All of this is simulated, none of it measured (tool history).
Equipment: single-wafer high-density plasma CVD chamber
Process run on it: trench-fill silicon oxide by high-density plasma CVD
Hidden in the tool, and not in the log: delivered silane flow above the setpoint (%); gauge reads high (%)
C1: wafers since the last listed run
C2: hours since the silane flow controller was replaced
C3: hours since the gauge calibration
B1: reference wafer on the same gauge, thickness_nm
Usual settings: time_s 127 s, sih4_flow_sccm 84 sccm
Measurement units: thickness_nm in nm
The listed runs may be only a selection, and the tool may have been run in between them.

Run 1, day 0: usual settings but time_s 115 s; C1 0; C2 2526.2; C3 466.1; B1 1042.079. Result: thickness_nm 905.13 nm.
Run 2, day 1.508: usual settings but time_s 115 s; C1 343; C2 2562.4; C3 502.3; B1 1041.897. Result: thickness_nm 914.562 nm.
Run 3, day 4.104: usual settings; C1 591; C2 2624.7; C3 564.6; B1 1038.916. Result: thickness_nm 1012.979 nm.
Run 4, day 5.238: usual settings; C1 258; C2 2651.9; C3 591.8; B1 1039.401. Result: thickness_nm 997.822 nm.
Run 5, day 6.875: usual settings but sih4_flow_sccm 97 sccm; C1 372; C2 2691.2; C3 631.1; B1 1037.07. Result: thickness_nm 1093.41 nm.
Run 6, day 9.708: usual settings but sih4_flow_sccm 97 sccm; C1 645; C2 2759.2; C3 699.1; B1 1037.154. Result: thickness_nm 1094.073 nm.
Run 7, day 11.421: usual settings; C1 389; C2 2800.3; C3 740.2; B1 1036.775. Result: thickness_nm 999.695 nm.
Run 8, day 13.662: usual settings; C1 510; C2 2854.1; C3 794; B1 1034.663. Result: thickness_nm 1003.377 nm.
Run 9, day 14.838: usual settings but time_s 135 s, sih4_flow_sccm 97 sccm; C1 267; C2 2882.3; C3 822.2; B1 1035.977. Result: thickness_nm 1169.307 nm.
Run 10, day 23.417: usual settings but time_s 135 s, sih4_flow_sccm 97 sccm; C1 1953; C2 3088.2; C3 1028.1; B1 1032.015. Result: thickness_nm 1156.218 nm.
Run 11, day 24.971: usual settings but time_s 135 s, sih4_flow_sccm 97 sccm; C1 353; C2 3125.5; C3 1065.4; B1 1033.899. Result: thickness_nm 1176.248 nm.
Run 12, day 27.25: usual settings; C1 518; C2 3180.2; C3 1120.1; B1 1033.262. Result: thickness_nm 998.722 nm.
At day 28.238: gauge calibrated.
Run 13, day 29.888: usual settings; C1 600; C2 3243.5; C3 39.6; B1 1059.506. Result: thickness_nm 1014.9 nm.
Run 14, day 32.429: usual settings but time_s 139 s, sih4_flow_sccm 100 sccm; C1 578; C2 3304.5; C3 100.6; B1 1053.611. Result: thickness_nm 1242.389 nm.
Run 15, day 33.475: usual settings but time_s 137 s; C1 238; C2 3329.6; C3 125.7; B1 1053.373. Result: thickness_nm 1096.974 nm.
Run 16, day 35.45: usual settings but time_s 140 s, sih4_flow_sccm 69 sccm; C1 449; C2 3377; C3 173.1; B1 1048.388. Result: thickness_nm 997.141 nm.
Run 17, day 37.754: usual settings but time_s 102 s, sih4_flow_sccm 97 sccm; C1 524; C2 3432.3; C3 228.4; B1 1043.501. Result: thickness_nm 895.318 nm.
Run 18, day 40.5: usual settings but time_s 102 s; C1 625; C2 3498.2; C3 294.3; B1 1040.17. Result: thickness_nm 806.061 nm.
At day 41.754: silane flow controller replaced.
Run 19, day 41.775: usual settings but sih4_flow_sccm 97 sccm; C1 214; C2 0.5; C3 324.9; B1 1037. Result: thickness_nm 1098.311 nm.
Run 20, day 42.896: usual settings; C1 255; C2 27.4; C3 351.8; B1 1038.603. Result: thickness_nm 997.353 nm.
Run 21, day 45.071: usual settings but time_s 149 s, sih4_flow_sccm 73 sccm; C1 495; C2 79.6; C3 404; B1 1035.243. Result: thickness_nm 1065.299 nm.
Run 22, day 47.379: usual settings but time_s 136 s, sih4_flow_sccm 72 sccm; C1 525; C2 135; C3 459.4; B1 1033.193. Result: thickness_nm 968.751 nm.
Run 23, day 49.129: usual settings; C1 398; C2 177; C3 501.4; B1 1031.639. Result: thickness_nm 998.183 nm.
Run 24, day 50.671: usual settings but time_s 107 s, sih4_flow_sccm 77 sccm; C1 351; C2 214; C3 538.4; B1 1029.763. Result: thickness_nm 787.497 nm.
Run 25, day 53.475: usual settings but time_s 103 s, sih4_flow_sccm 95 sccm; C1 638; C2 281.3; C3 605.7; B1 1028.038. Result: thickness_nm 878.78 nm.
Run 26, day 56.083: usual settings but time_s 115 s, sih4_flow_sccm 89 sccm; C1 593; C2 343.9; C3 668.3; B1 1027.02. Result: thickness_nm 938.853 nm.
Run 27, day 57.379: usual settings but time_s 144 s, sih4_flow_sccm 77 sccm; C1 295; C2 375; C3 699.4; B1 1027.296. Result: thickness_nm 1061.753 nm.

Measured less the same run without the tool's hidden state. The same run-to-run variation is in both; the gauge's scatter may not be:
run  thickness_nm
  1       -23.536
  2       -24.824
  3       -29.218
  4        -29.43
  5       -33.183
  6       -34.584
  7       -32.249
  8        -33.11
  9       -38.986
 10        -40.63
 11       -41.597
 12       -35.605
 13        -8.403
 14       -18.244
 15       -18.671
 16       -20.947
 17       -22.412
 18       -23.432
 19        -33.72
 20       -31.936
 21       -36.549
 22       -35.247
 23       -37.681
 24       -30.572
 25       -35.589
 26       -39.231
 27       -44.958

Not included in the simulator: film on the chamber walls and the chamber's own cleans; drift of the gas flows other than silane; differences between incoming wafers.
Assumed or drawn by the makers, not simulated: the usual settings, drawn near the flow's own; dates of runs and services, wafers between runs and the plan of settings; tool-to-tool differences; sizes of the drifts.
